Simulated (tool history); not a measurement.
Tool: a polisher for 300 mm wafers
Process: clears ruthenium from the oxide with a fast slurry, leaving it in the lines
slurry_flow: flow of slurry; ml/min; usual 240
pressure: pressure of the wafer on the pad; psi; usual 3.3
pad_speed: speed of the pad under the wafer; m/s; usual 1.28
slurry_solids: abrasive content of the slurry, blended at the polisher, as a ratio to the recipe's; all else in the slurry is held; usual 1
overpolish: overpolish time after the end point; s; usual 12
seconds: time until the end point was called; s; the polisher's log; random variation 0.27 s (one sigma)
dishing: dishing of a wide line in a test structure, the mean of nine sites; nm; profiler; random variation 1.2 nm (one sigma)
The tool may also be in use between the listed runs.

run,hour,slurry_flow,pressure,pad_speed,slurry_solids,overpolish,"incoming thickness of the incoming film, nm",seconds,dishing
1,0,280,3.3,1.28,1,12,131.3,19.7,62.5
# hour 27: worn pad replaced by a new one
2,27.5,240,3.3,1.28,0.8,12,129.7,23.1,55.4
3,45.7,240,3.3,1.28,0.8,12,131.7,23.7,56.2
4,57.7,240,3.3,1.28,0.8,12,127,22.4,54.9
# hour 71.5: slurry blender recalibrated
5,78.4,240,2.9,1.08,0.75,9,130.2,32.5,33.1
6,113.2,240,3.3,1.28,1,16,130.8,19.9,76.2
# hour 123.6: slurry nozzle cleaned
7,135.4,240,3.3,0.86,1.3,12,128.6,25.7,50.7
8,163.8,240,3.3,1.28,1.3,12,130.6,17.5,70.1
9,191.1,280,3.3,1.28,1,12,127.4,18.9,64.1
10,226.6,240,2.6,1.28,1,12,130.5,25.3,52
11,261.7,240,3.3,1.28,1,12,132.1,20.1,63.2
# hour 280.9: worn pad replaced by a new one
12,293.4,240,3.3,1.28,1,12,130.1,19.9,64.6
13,339.1,240,2.4,1.28,1,9,128.5,27.2,37.4
14,371.5,240,3.3,1.28,1,12,131.8,20,61.6
15,392.7,240,3.3,1.46,1,14,131,17.5,73.7
16,413.3,240,2.8,1.28,1.25,18,130.8,21,79.3
# hour 433.7: slurry blender recalibrated
17,442,185,2.6,1.66,0.8,12,128.3,23.4,54.2
# hour 460.8: slurry nozzle cleaned
18,468.1,240,3.3,1.46,1,12,129,17,70.1
19,480.5,240,3.3,1.02,1,12,130.6,24.9,52
20,493.8,315,3.3,1.02,0.75,15,128.6,29.5,56.7
21,510.9,240,3.3,1.28,1.2,12,131,17.9,67.2

Forecast run 22:
# hour 555.4: worn pad replaced by a new one
22,576.8,240,3.3,0.98,1,12,130.6,?,?

Run 22 gave seconds 26.2 s, dishing 51.2 nm.
Without the tool's hidden state the same run would have given seconds 26.2 s, dishing 51.2 nm.
